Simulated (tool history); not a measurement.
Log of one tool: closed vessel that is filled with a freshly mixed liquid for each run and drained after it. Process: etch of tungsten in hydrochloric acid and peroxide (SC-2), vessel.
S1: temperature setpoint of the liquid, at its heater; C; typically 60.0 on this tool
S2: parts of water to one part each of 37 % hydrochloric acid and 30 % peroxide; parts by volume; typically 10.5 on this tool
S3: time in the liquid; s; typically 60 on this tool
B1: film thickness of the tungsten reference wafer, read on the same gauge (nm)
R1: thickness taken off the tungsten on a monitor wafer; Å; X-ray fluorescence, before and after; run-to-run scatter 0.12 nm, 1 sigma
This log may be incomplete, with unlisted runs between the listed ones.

run 1 hour=0.0 | S1=60.0 S2=10.5 S3=60 | B1=110.00 | R1=126.8
run 2 hour=86.9 | S1=60.0 S2=10.5 S3=60 | B1=109.99 | R1=125.1
run 3 hour=136.8 | S1=60.0 S2=10.5 S3=60 | B1=110.00 | R1=123.2
-- hour=193.7 gauge calibrated
run 4 hour=197.2 | S1=64.0 S2=10.5 S3=60 | B1=110.00 | R1=157.9
run 5 hour=283.5 | S1=64.0 S2=10.5 S3=60 | B1=109.99 | R1=157.3
run 6 hour=323.9 | S1=64.0 S2=10.5 S3=60 | B1=110.00 | R1=159.1
-- hour=387.1 thermometer replaced
run 7 hour=426.0 | S1=65.5 S2=10.5 S3=95 | B1=110.00 | R1=270.1
run 8 hour=477.5 | S1=62.5 S2=7.5 S3=95 | B1=110.00 | R1=287.0
-- hour=500.8 new drum of peroxide connected
run 9 hour=571.5 | S1=60.0 S2=12.0 S3=60 | B1=109.99 | R1=109.7
run 10 hour=614.0 | S1=69.5 S2=10.5 S3=85 | B1=109.98 | R1=315.4
run 11 hour=654.6 | S1=60.0 S2=10.5 S3=60 | B1=109.99 | R1=122.6
run 12 hour=705.9 | S1=54.5 S2=15.5 S3=60 | B1=110.00 | R1=62.5
run 13 hour=784.5 | S1=67.5 S2=14.5 S3=75 | B1=110.01 | R1=183.1
run 14 hour=829.2 | S1=60.0 S2=10.5 S3=60 | B1=110.00 | R1=119.4
run 15 hour=915.0 | S1=60.0 S2=10.5 S3=60 | B1=110.00 | R1=118.9
run 16 hour=973.1 | S1=60.0 S2=9.0 S3=60 | B1=110.00 | R1=139.5
run 17 hour=1015.4 | S1=63.0 S2=6.5 S3=85 | B1=110.02 | R1=300.3
run 18 hour=1093.5 | S1=60.0 S2=10.5 S3=60 | B1=109.99 | R1=118.8
-- hour=1163.9 thermometer replaced
run 19 hour=1166.9 | S1=53.0 S2=9.0 S3=30 | B1=109.99 | R1=42.8

Run 20 is up next; what results do you expect?
-- hour=1201.3 new drum of peroxide connected
run 20 hour=1256.1 | S1=68.0 S2=8.5 S3=45 | B1=? | R1=?

B1: 110.01
R1: 176.9 Å
The same run, on a tool lacking any hidden state, would have yielded R1 186.0 Å.
